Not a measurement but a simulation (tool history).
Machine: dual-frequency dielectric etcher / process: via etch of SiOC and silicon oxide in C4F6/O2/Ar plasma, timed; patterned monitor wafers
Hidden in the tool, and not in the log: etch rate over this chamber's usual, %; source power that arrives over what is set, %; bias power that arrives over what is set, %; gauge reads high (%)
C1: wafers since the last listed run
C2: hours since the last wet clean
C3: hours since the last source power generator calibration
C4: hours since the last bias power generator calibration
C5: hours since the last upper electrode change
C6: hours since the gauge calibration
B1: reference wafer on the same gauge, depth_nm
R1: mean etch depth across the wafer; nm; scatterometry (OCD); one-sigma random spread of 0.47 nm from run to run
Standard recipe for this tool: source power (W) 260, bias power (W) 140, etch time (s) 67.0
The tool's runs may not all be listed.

{"run": 1, "hour": 0.0, "source power (W)": 260, "bias power (W)": 140, "etch time (s)": 80.0, "C1": 0, "C2": 514.7, "C3": 3015.3, "C4": 2178.1, "C5": 103.0, "C6": 234.6, "B1": 58.7, "R1": 83.8}
{"hour": 55.0, "done": "wet clean of the chamber"}
{"run": 2, "hour": 65.7, "source power (W)": 260, "bias power (W)": 140, "etch time (s)": 67.0, "C1": 605, "C2": 10.7, "C3": 3081.0, "C4": 2243.8, "C5": 168.7, "C6": 300.3, "B1": 58.6, "R1": 66.7}
{"run": 3, "hour": 103.2, "source power (W)": 260, "bias power (W)": 140, "etch time (s)": 55.0, "C1": 544, "C2": 48.2, "C3": 3118.5, "C4": 2281.3, "C5": 206.2, "C6": 337.8, "B1": 58.6, "R1": 54.8}
{"run": 4, "hour": 169.7, "source power (W)": 260, "bias power (W)": 140, "etch time (s)": 55.0, "C1": 966, "C2": 114.7, "C3": 3185.0, "C4": 2347.8, "C5": 272.7, "C6": 404.3, "B1": 58.6, "R1": 55.3}
{"run": 5, "hour": 205.9, "source power (W)": 260, "bias power (W)": 140, "etch time (s)": 67.0, "C1": 525, "C2": 150.9, "C3": 3221.2, "C4": 2384.0, "C5": 308.9, "C6": 440.5, "B1": 58.8, "R1": 67.6}
{"run": 6, "hour": 237.7, "source power (W)": 220, "bias power (W)": 174, "etch time (s)": 47.5, "C1": 462, "C2": 182.7, "C3": 3253.0, "C4": 2415.8, "C5": 340.7, "C6": 472.3, "B1": 58.7, "R1": 45.8}
{"run": 7, "hour": 277.5, "source power (W)": 260, "bias power (W)": 130, "etch time (s)": 51.0, "C1": 578, "C2": 222.5, "C3": 3292.8, "C4": 2455.6, "C5": 380.5, "C6": 512.1, "B1": 58.7, "R1": 51.5}
{"run": 8, "hour": 327.9, "source power (W)": 260, "bias power (W)": 140, "etch time (s)": 67.0, "C1": 732, "C2": 272.9, "C3": 3343.2, "C4": 2506.0, "C5": 430.9, "C6": 562.5, "B1": 58.8, "R1": 67.8}
{"run": 9, "hour": 462.4, "source power (W)": 260, "bias power (W)": 121, "etch time (s)": 56.0, "C1": 1954, "C2": 407.4, "C3": 3477.7, "C4": 2640.5, "C5": 565.4, "C6": 697.0, "B1": 58.6, "R1": 55.8}
{"run": 10, "hour": 492.7, "source power (W)": 260, "bias power (W)": 140, "etch time (s)": 67.0, "C1": 440, "C2": 437.7, "C3": 3508.0, "C4": 2670.8, "C5": 595.7, "C6": 727.3, "B1": 58.8, "R1": 69.8}
{"run": 11, "hour": 541.2, "source power (W)": 200, "bias power (W)": 112, "etch time (s)": 67.0, "C1": 704, "C2": 486.2, "C3": 3556.5, "C4": 2719.3, "C5": 644.2, "C6": 775.8, "B1": 58.7, "R1": 57.4}
{"hour": 550.4, "done": "bias power generator calibrated"}
{"run": 12, "hour": 578.4, "source power (W)": 300, "bias power (W)": 169, "etch time (s)": 59.0, "C1": 482, "C2": 523.4, "C3": 3593.7, "C4": 28.0, "C5": 681.4, "C6": 813.0, "B1": 58.7, "R1": 68.5}
{"hour": 635.3, "done": "wet clean of the chamber"}
{"run": 13, "hour": 635.8, "source power (W)": 230, "bias power (W)": 140, "etch time (s)": 67.0, "C1": 485, "C2": 0.5, "C3": 3651.1, "C4": 85.4, "C5": 738.8, "C6": 870.4, "B1": 58.7, "R1": 62.3}
{"hour": 663.3, "done": "source power generator calibrated"}
{"run": 14, "hour": 668.3, "source power (W)": 280, "bias power (W)": 121, "etch time (s)": 67.0, "C1": 414, "C2": 33.0, "C3": 5.0, "C4": 117.9, "C5": 771.3, "C6": 902.9, "B1": 58.6, "R1": 68.6}
{"run": 15, "hour": 732.9, "source power (W)": 260, "bias power (W)": 140, "etch time (s)": 67.0, "C1": 938, "C2": 97.6, "C3": 69.6, "C4": 182.5, "C5": 835.9, "C6": 967.5, "B1": 58.5, "R1": 67.5}
{"run": 16, "hour": 783.6, "source power (W)": 260, "bias power (W)": 140, "etch time (s)": 67.0, "C1": 736, "C2": 148.3, "C3": 120.3, "C4": 233.2, "C5": 886.6, "C6": 1018.2, "B1": 58.7, "R1": 69.0}
{"run": 17, "hour": 823.5, "source power (W)": 260, "bias power (W)": 140, "etch time (s)": 67.0, "C1": 579, "C2": 188.2, "C3": 160.2, "C4": 273.1, "C5": 926.5, "C6": 1058.1, "B1": 58.8, "R1": 69.6}
{"run": 18, "hour": 867.2, "source power (W)": 230, "bias power (W)": 168, "etch time (s)": 67.0, "C1": 634, "C2": 231.9, "C3": 203.9, "C4": 316.8, "C5": 970.2, "C6": 1101.8, "B1": 58.7, "R1": 66.5}
{"hour": 884.3, "done": "gauge calibrated"}
{"run": 19, "hour": 893.4, "source power (W)": 260, "bias power (W)": 140, "etch time (s)": 67.0, "C1": 380, "C2": 258.1, "C3": 230.1, "C4": 343.0, "C5": 996.4, "C6": 9.1, "B1": 58.6, "R1": 69.5}
{"run": 20, "hour": 923.1, "source power (W)": 260, "bias power (W)": 140, "etch time (s)": 67.0, "C1": 431, "C2": 287.8, "C3": 259.8, "C4": 372.7, "C5": 1026.1, "C6": 38.8, "B1": 58.7, "R1": 69.1}
{"run": 21, "hour": 967.1, "source power (W)": 260, "bias power (W)": 156, "etch time (s)": 54.0, "C1": 639, "C2": 331.8, "C3": 303.8, "C4": 416.7, "C5": 1070.1, "C6": 82.8, "B1": 58.7, "R1": 57.2}
{"run": 22, "hour": 1035.2, "source power (W)": 220, "bias power (W)": 140, "etch time (s)": 67.0, "C1": 989, "C2": 399.9, "C3": 371.9, "C4": 484.8, "C5": 1138.2, "C6": 150.9, "B1": 58.7, "R1": 63.4}
{"run": 23, "hour": 1101.1, "source power (W)": 290, "bias power (W)": 140, "etch time (s)": 67.0, "C1": 957, "C2": 465.8, "C3": 437.8, "C4": 550.7, "C5": 1204.1, "C6": 216.8, "B1": 58.8, "R1": 73.7}
{"run": 24, "hour": 1136.0, "source power (W)": 280, "bias power (W)": 126, "etch time (s)": 58.5, "C1": 507, "C2": 500.7, "C3": 472.7, "C4": 585.6, "C5": 1239.0, "C6": 251.7, "B1": 58.7, "R1": 63.1}
{"run": 25, "hour": 1175.4, "source power (W)": 260, "bias power (W)": 140, "etch time (s)": 67.0, "C1": 572, "C2": 540.1, "C3": 512.1, "C4": 625.0, "C5": 1278.4, "C6": 291.1, "B1": 58.7, "R1": 71.1}
{"hour": 1224.0, "done": "wet clean of the chamber"}
{"run": 26, "hour": 1237.1, "source power (W)": 220, "bias power (W)": 140, "etch time (s)": 86.0, "C1": 547, "C2": 13.1, "C3": 573.8, "C4": 686.7, "C5": 1340.1, "C6": 352.8, "B1": 58.7, "R1": 78.0}
{"run": 27, "hour": 1291.5, "source power (W)": 300, "bias power (W)": 112, "etch time (s)": 57.5, "C1": 790, "C2": 67.5, "C3": 628.2, "C4": 741.1, "C5": 1394.5, "C6": 407.2, "B1": 58.6, "R1": 60.4}
{"run": 28, "hour": 1350.7, "source power (W)": 260, "bias power (W)": 109, "etch time (s)": 50.0, "C1": 860, "C2": 126.7, "C3": 687.4, "C4": 800.3, "C5": 1453.7, "C6": 466.4, "B1": 58.7, "R1": 48.5}
{"run": 29, "hour": 1388.4, "source power (W)": 220, "bias power (W)": 161, "etch time (s)": 60.5, "C1": 547, "C2": 164.4, "C3": 725.1, "C4": 838.0, "C5": 1491.4, "C6": 504.1, "B1": 58.6, "R1": 57.5}

Run by run, hidden condition taken away, random variation retained:
run=1 R1=79.7
run=2 R1=67.1
run=3 R1=54.9
run=4 R1=55.1
run=5 R1=67.1
run=6 R1=45.4
run=7 R1=50.8
run=8 R1=66.6
run=9 R1=54.2
run=10 R1=67.6
run=11 R1=55.4
run=12 R1=65.9
run=13 R1=61.9
run=14 R1=68.0
run=15 R1=66.5
run=16 R1=67.8
run=17 R1=68.1
run=18 R1=64.9
run=19 R1=67.6
run=20 R1=67.0
run=21 R1=55.3
run=22 R1=60.9
run=23 R1=70.4
run=24 R1=60.1
run=25 R1=67.5
run=26 R1=77.8
run=27 R1=59.9
run=28 R1=47.9
run=29 R1=56.6
